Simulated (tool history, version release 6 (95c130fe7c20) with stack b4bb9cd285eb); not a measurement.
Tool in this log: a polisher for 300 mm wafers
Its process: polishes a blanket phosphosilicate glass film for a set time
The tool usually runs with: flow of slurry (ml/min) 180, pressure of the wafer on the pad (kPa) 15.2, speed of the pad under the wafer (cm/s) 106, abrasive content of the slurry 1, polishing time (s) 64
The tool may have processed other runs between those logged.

run   hour  flow of slurry (ml/min)  pressure of the wafer on the pad (kPa)  speed of the pad under the wafer (cm/s)  abrasive content of the slurry  polishing time (s)  incoming thickness of the incoming film, nm  film removed (Å)
  1      0                      180                                    15.2                                      106                               1                  64                                       3819.7              3873
  2   14.4                      180                                    15.2                                      106                               1                  64                                       3778.7              3846
  3   39.1                      180                                    15.2                                      126                               1                  64                                       3741.5              4298
  4   61.4                      180                                    15.2                                      126                               1                  64                                       3816.8              4222
      92.2  -- worn pad replaced by a new one
  5   92.7                      180                                    15.2                                      106                            0.75                  81                                       3838.9              4059
  6  123.4                      180                                    15.2                                      106                               1                  64                                       3774.8              3568
  7  146.1                      180                                    15.2                                      106                               1                  64                                       3841.3              3541
  8  168.1                      180                                    15.2                                      106                               1                  64                                       3760.3              3339
     174.4  -- slurry nozzle cleaned
     181.4  -- slurry blender recalibrated
     197.6  -- worn pad replaced by a new one
  9  224.6                      120                                    15.2                                      106                            0.85                  64                                       3761.2              3540
 10  253.5                      180                                    15.2                                      106                               1                  64                                       3794.4              4152
     261.8  -- conditioning disc replaced and pad reconditioned
 11  281.4                      180                                    15.2                                      106                             0.8                  64                                       3794.6              3662
     285.7  -- worn pad replaced by a new one
 12  303.9                      225                                    18.6                                      106                               1                  83                                         3808              6277
     309.1  -- head pressure recalibrated
 13  330.3                      180                                    15.2                                      106                               1                  64                                       3830.2              3725
 14  352.7                      140                                    15.2                                      106                               1                  64                                       3816.1              3576
     376.8  -- worn pad replaced by a new one
 15  383.1                      180                                      20                                      106                               1                  44                                       3768.7              3097
 16  398.2                      180                                    12.4                                       74                               1                  64                                       3726.7              2450

Here are 4 independent what-if runs from the current tool condition. What would each one return?
  A  398.6                      180                                    15.2                                      106                               1                  64                                       3827.6                 ?
  B  398.6                      180                                    15.2                                       80                               1                  64                                       3827.6                 ?
  C  398.6                      180                                    15.2                                      106                               1                  79                                       3827.6                 ?
  D  398.6                      120                                    15.2                                      106                            1.25                  49                                       3827.6                 ?

run  film removed (Å)
  A              3584
  B              3075
  C              4424
  D              2802
With the hidden condition removed and each run's random variation left untouched, the same runs would have given:
run  film removed (Å)
  A              4602
  B              3949
  C              5681
  D              3614
